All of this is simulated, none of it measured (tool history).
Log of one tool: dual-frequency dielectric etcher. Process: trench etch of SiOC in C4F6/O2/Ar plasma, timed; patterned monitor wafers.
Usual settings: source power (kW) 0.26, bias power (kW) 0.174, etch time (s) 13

run,hour,source power (kW),bias power (kW),etch time (s),wafers since the last listed run,hours since the last wet clean,hours since the last source power generator calibration,hours since the last bias power generator calibration,hours since the last upper electrode change,hours since the gauge calibration,"read-back reference wafer on the same gauge, depth_nm",mean etch depth across the wafer (Å)
1,0,0.26,0.174,13,0,233.6,1438.6,2322,4007.4,289.2,23.3,240.2
2,13.9,0.26,0.174,13,227,247.5,1452.5,2335.9,4021.3,303.1,23.3,239.8
3,27.1,0.26,0.174,13,216,260.7,1465.7,2349.1,4034.5,316.3,23.28,241.4
4,52.5,0.26,0.174,13,416,286.1,1491.1,2374.5,4059.9,341.7,23.33,240.4
5,78.8,0.26,0.174,13,430,312.4,1517.4,2400.8,4086.2,368,23.28,239.9
# hour 91.2: gauge calibrated
6,113.6,0.26,0.174,10.5,570,347.2,1552.2,2435.6,4121,22.4,23.29,192.9
7,126.1,0.26,0.174,10.5,204,359.7,1564.7,2448.1,4133.5,34.9,23.32,193.4
8,143.2,0.26,0.174,13,280,376.8,1581.8,2465.2,4150.6,52,23.26,237.3
9,166.4,0.26,0.174,13,380,400,1605,2488.4,4173.8,75.2,23.25,238.7
10,200.5,0.26,0.174,13,558,434.1,1639.1,2522.5,4207.9,109.3,23.31,239
11,222,0.26,0.174,13,352,455.6,1660.6,2544,4229.4,130.8,23.27,240.2
# hour 285.1: source power generator calibrated
12,294.4,0.26,0.174,13,1120,528,9.3,2616.4,4301.8,203.2,23.3,242.2
13,314.5,0.26,0.161,13,329,548.1,29.4,2636.5,4321.9,223.3,23.31,234.4
14,326.6,0.3,0.201,15.5,198,560.2,41.5,2648.6,4334,235.4,23.31,309.5
# hour 370.9: wet clean of the chamber
15,371.4,0.24,0.192,16.5,340,0.5,86.3,2693.4,4378.8,280.2,23.33,300.7
16,384.1,0.3,0.148,15.5,208,13.2,99,2706.1,4391.5,292.9,23.28,291.7
17,419.8,0.26,0.211,16,584,48.9,134.7,2741.8,4427.2,328.6,23.26,310.3
# hour 481.4: bias power generator calibrated
18,485.9,0.23,0.158,11.5,1017,115,200.8,4.5,4493.3,394.7,23.25,196.9
# hour 524.4: upper electrode replaced
19,524.9,0.26,0.174,14,245,154,239.8,43.5,0.5,433.7,23.29,257.3
20,528.7,0.26,0.161,13,62,157.8,243.6,47.3,4.3,437.5,23.32,234.2
# hour 537: gauge calibrated
21,551.8,0.26,0.139,13,378,180.9,266.7,70.4,27.4,14.8,23.29,227.4
22,566.3,0.23,0.174,13,237,195.4,281.2,84.9,41.9,29.3,23.3,228.5
23,591.1,0.21,0.2,12,406,220.2,306,109.7,66.7,54.1,23.29,211.6
24,618.5,0.23,0.186,13,448,247.6,333.4,137.1,94.1,81.5,23.34,232.8
25,653.7,0.26,0.174,13,576,282.8,368.6,172.3,129.3,116.7,23.25,239.4
26,681.6,0.26,0.174,12,457,310.7,396.5,200.2,157.2,144.6,23.25,219.9
27,707,0.23,0.209,16,416,336.1,421.9,225.6,182.6,170,23.33,293.9

Forecast each of these 4 alternatives for the next run:
A,707.4,0.26,0.174,13,6,336.5,422.3,226,183,170.4,?,?
B,707.4,0.3,0.174,11,6,336.5,422.3,226,183,170.4,?,?
C,707.4,0.28,0.174,13,6,336.5,422.3,226,183,170.4,?,?
D,707.4,0.2,0.174,13,6,336.5,422.3,226,183,170.4,?,?

run,"read-back reference wafer on the same gauge, depth_nm",mean etch depth across the wafer (Å)
A,23.29,237.8
B,23.29,211.6
C,23.29,244.1
D,23.29,217.2
Without the tool's hidden state the same runs would have given:
run,mean etch depth across the wafer (Å)
A,237.8
B,211.6
C,244.1
D,217.2
